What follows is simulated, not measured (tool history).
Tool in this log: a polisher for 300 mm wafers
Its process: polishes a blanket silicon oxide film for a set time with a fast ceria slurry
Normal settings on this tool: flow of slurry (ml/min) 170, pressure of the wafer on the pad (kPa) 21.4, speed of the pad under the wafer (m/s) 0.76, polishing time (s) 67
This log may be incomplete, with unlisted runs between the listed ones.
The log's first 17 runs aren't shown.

run   hour  flow of slurry (ml/min)  pressure of the wafer on the pad (kPa)  speed of the pad under the wafer (m/s)  polishing time (s)  wafers since the last listed run  wafers polished on this pad  hours since the slurry nozzle was cleaned  hours since the head pressure was calibrated  incoming thickness of the incoming film, nm  film removed (nm)
 18  454.3                      170                                    21.4                                    0.76                  67                               963                         1089                                      463.2                                         123.0                                       2533.3              809.3
 19  478.1                      170                                    21.4                                    1.00                  48                               238                         1327                                      487.0                                         146.8                                       2474.8              687.1
 20  507.8                      170                                    21.4                                    0.76                  76                               297                         1624                                      516.7                                         176.5                                       2503.9              924.7
     525.2  -- worn pad replaced by a new one, of another model than before
 21  525.8                      170                                    18.6                                    0.76                  67                               140                            5                                      534.7                                         194.5                                       2539.2              744.8
 22  549.5                      115                                    17.2                                    0.90                  77                               237                          243                                      558.4                                         218.2                                       2467.0              697.4
     554.6  -- slurry nozzle cleaned
 23  580.7                      170                                    21.4                                    0.76                  67                               302                          545                                       26.1                                         249.4                                       2507.2              787.9
 24  609.5                      170                                    24.1                                    0.76                  67                               288                          833                                       54.9                                         278.2                                       2548.2              849.3
 25  627.5                      170                                    21.4                                    0.76                  67                               180                         1013                                       72.9                                         296.2                                       2540.1              809.2
 26  648.6                      170                                    21.4                                    0.56                  85                               211                         1224                                       94.0                                         317.3                                       2548.8              919.7
 27  681.3                      170                                    21.4                                    0.76                  67                               327                         1551                                      126.7                                         350.0                                       2530.0              825.9
     709.0  -- worn pad replaced by a new one
 28  714.1                      130                                    21.4                                    0.92                  67                               288                           50                                      159.5                                         382.8                                       2502.0              766.4
 29  735.9                      130                                    17.9                                    0.50                  67                               218                          268                                      181.3                                         404.6                                       2525.1              575.6
 30  748.2                      115                                    21.4                                    0.66                  67                               123                          391                                      193.6                                         416.9                                       2499.2              611.9
 31  768.7                      135                                    21.4                                    0.76                  67                               205                          597                                      214.1                                         437.4                                       2495.1              744.5
 32  784.3                      170                                    29.0                                    0.76                  67                               156                          753                                      229.7                                         453.0                                       2545.1              987.7
 33  817.0                      130                                    21.4                                    0.60                  67                               327                         1080                                      262.4                                         485.7                                       2489.0              666.7
 34  832.8                      170                                    21.4                                    0.76                  67                               158                         1238                                      278.2                                         501.5                                       2485.9              809.9

What if the next run were any one of these 5? Each begins from the tool's condition after run 34:
  A  833.2                      170                                    21.4                                    0.76                  67                                 4                         1242                                      278.6                                         501.9                                       2489.6                  ?
  B  833.2                      190                                    29.0                                    0.62                  46                                 4                         1242                                      278.6                                         501.9                                       2489.6                  ?
  C  833.2                      115                                    21.4                                    0.76                  67                                 4                         1242                                      278.6                                         501.9                                       2489.6                  ?
  D  833.2                      170                                    24.8                                    0.92                  67                                 4                         1242                                      278.6                                         501.9                                       2489.6                  ?
  E  833.2                      170                                    21.4                                    0.88                  67                                 4                         1242                                      278.6                                         501.9                                       2489.6                  ?

run  film removed (nm)
  A              819.2
  B              657.6
  C              650.7
  D              960.6
  E              862.3
With the hidden condition removed and each run's random variation left untouched, the same runs would have given:
run  film removed (nm)
  A              788.5
  B              632.9
  C              626.3
  D              924.6
  E              829.9
